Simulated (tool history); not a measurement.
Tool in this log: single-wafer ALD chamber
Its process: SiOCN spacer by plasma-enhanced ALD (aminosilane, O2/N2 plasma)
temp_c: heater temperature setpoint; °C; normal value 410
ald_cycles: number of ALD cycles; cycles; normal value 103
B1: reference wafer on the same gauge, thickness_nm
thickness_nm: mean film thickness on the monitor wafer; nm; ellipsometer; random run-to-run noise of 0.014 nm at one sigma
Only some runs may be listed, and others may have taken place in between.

{"run": 1, "hour": 0.0, "temp_c": 410, "ald_cycles": 97, "B1": 6.24, "thickness_nm": 5.461}
{"run": 2, "hour": 41.7, "temp_c": 419, "ald_cycles": 103, "B1": 6.239, "thickness_nm": 5.659}
{"run": 3, "hour": 86.2, "temp_c": 419, "ald_cycles": 103, "B1": 6.236, "thickness_nm": 5.642}
{"run": 4, "hour": 118.9, "temp_c": 406, "ald_cycles": 87, "B1": 6.242, "thickness_nm": 4.974}
{"run": 5, "hour": 217.7, "temp_c": 406, "ald_cycles": 87, "B1": 6.24, "thickness_nm": 4.977}
{"run": 6, "hour": 268.4, "temp_c": 406, "ald_cycles": 87, "B1": 6.241, "thickness_nm": 4.958}
{"run": 7, "hour": 312.4, "temp_c": 410, "ald_cycles": 98, "B1": 6.241, "thickness_nm": 5.537}
{"run": 8, "hour": 456.0, "temp_c": 417, "ald_cycles": 103, "B1": 6.241, "thickness_nm": 5.708}
{"run": 9, "hour": 579.1, "temp_c": 417, "ald_cycles": 103, "B1": 6.241, "thickness_nm": 5.705}
{"run": 10, "hour": 620.0, "temp_c": 400, "ald_cycles": 97, "B1": 6.239, "thickness_nm": 5.607}
{"run": 11, "hour": 647.1, "temp_c": 410, "ald_cycles": 103, "B1": 6.241, "thickness_nm": 5.842}
{"run": 12, "hour": 706.1, "temp_c": 410, "ald_cycles": 103, "B1": 6.237, "thickness_nm": 5.854}
{"run": 13, "hour": 730.1, "temp_c": 410, "ald_cycles": 103, "B1": 6.243, "thickness_nm": 5.853}
{"run": 14, "hour": 792.5, "temp_c": 410, "ald_cycles": 103, "B1": 6.241, "thickness_nm": 5.821}
{"hour": 802.5, "done": "gauge calibrated"}
{"run": 15, "hour": 843.0, "temp_c": 410, "ald_cycles": 103, "B1": 6.238, "thickness_nm": 5.869}
{"hour": 871.2, "done": "thermocouple changed; heater temperature recalibrated"}
{"run": 16, "hour": 913.3, "temp_c": 410, "ald_cycles": 103, "B1": 6.233, "thickness_nm": 5.766}
{"run": 17, "hour": 951.4, "temp_c": 406, "ald_cycles": 87, "B1": 6.241, "thickness_nm": 4.93}
{"run": 18, "hour": 1023.4, "temp_c": 415, "ald_cycles": 119, "B1": 6.232, "thickness_nm": 6.51}
{"run": 19, "hour": 1070.1, "temp_c": 410, "ald_cycles": 97, "B1": 6.243, "thickness_nm": 5.432}
{"run": 20, "hour": 1238.0, "temp_c": 401, "ald_cycles": 103, "B1": 6.241, "thickness_nm": 5.915}
{"run": 21, "hour": 1290.2, "temp_c": 397, "ald_cycles": 90, "B1": 6.251, "thickness_nm": 5.204}
{"run": 22, "hour": 1329.9, "temp_c": 415, "ald_cycles": 103, "B1": 6.237, "thickness_nm": 5.669}
{"run": 23, "hour": 1370.2, "temp_c": 418, "ald_cycles": 103, "B1": 6.239, "thickness_nm": 5.633}
{"run": 24, "hour": 1420.7, "temp_c": 422, "ald_cycles": 103, "B1": 6.234, "thickness_nm": 5.561}
{"run": 25, "hour": 1460.5, "temp_c": 402, "ald_cycles": 118, "B1": 6.245, "thickness_nm": 6.747}
{"run": 26, "hour": 1516.6, "temp_c": 410, "ald_cycles": 103, "B1": 6.24, "thickness_nm": 5.77}
{"run": 27, "hour": 1558.8, "temp_c": 399, "ald_cycles": 110, "B1": 6.233, "thickness_nm": 6.33}
{"run": 28, "hour": 1598.0, "temp_c": 415, "ald_cycles": 84, "B1": 6.238, "thickness_nm": 4.614}
{"run": 29, "hour": 1636.7, "temp_c": 410, "ald_cycles": 103, "B1": 6.232, "thickness_nm": 5.763}
{"run": 30, "hour": 1682.3, "temp_c": 400, "ald_cycles": 122, "B1": 6.229, "thickness_nm": 7.032}
{"run": 31, "hour": 1734.6, "temp_c": 410, "ald_cycles": 94, "B1": 6.244, "thickness_nm": 5.276}
{"run": 32, "hour": 1798.8, "temp_c": 421, "ald_cycles": 103, "B1": 6.241, "thickness_nm": 5.575}
{"run": 33, "hour": 1823.2, "temp_c": 398, "ald_cycles": 103, "B1": 6.242, "thickness_nm": 5.945}

The same runs without the tool's hidden state, with the same run-to-run variation:
The tool's hidden condition here consists of: wafer temperature above the value expected at the setpoint (K); gauge reads high (%).
run=1 thickness_nm=5.425
run=2 thickness_nm=5.619
run=3 thickness_nm=5.600
run=4 thickness_nm=4.937
run=5 thickness_nm=4.936
run=6 thickness_nm=4.915
run=7 thickness_nm=5.486
run=8 thickness_nm=5.647
run=9 thickness_nm=5.637
run=10 thickness_nm=5.598
run=11 thickness_nm=5.770
run=12 thickness_nm=5.778
run=13 thickness_nm=5.775
run=14 thickness_nm=5.740
run=15 thickness_nm=5.784
run=16 thickness_nm=5.774
run=17 thickness_nm=4.937
run=18 thickness_nm=6.519
run=19 thickness_nm=5.439
run=20 thickness_nm=5.922
run=21 thickness_nm=5.204
run=22 thickness_nm=5.674
run=23 thickness_nm=5.638
run=24 thickness_nm=5.565
run=25 thickness_nm=6.751
run=26 thickness_nm=5.773
run=27 thickness_nm=6.330
run=28 thickness_nm=4.615
run=29 thickness_nm=5.764
run=30 thickness_nm=7.033
run=31 thickness_nm=5.276
run=32 thickness_nm=5.573
run=33 thickness_nm=5.945

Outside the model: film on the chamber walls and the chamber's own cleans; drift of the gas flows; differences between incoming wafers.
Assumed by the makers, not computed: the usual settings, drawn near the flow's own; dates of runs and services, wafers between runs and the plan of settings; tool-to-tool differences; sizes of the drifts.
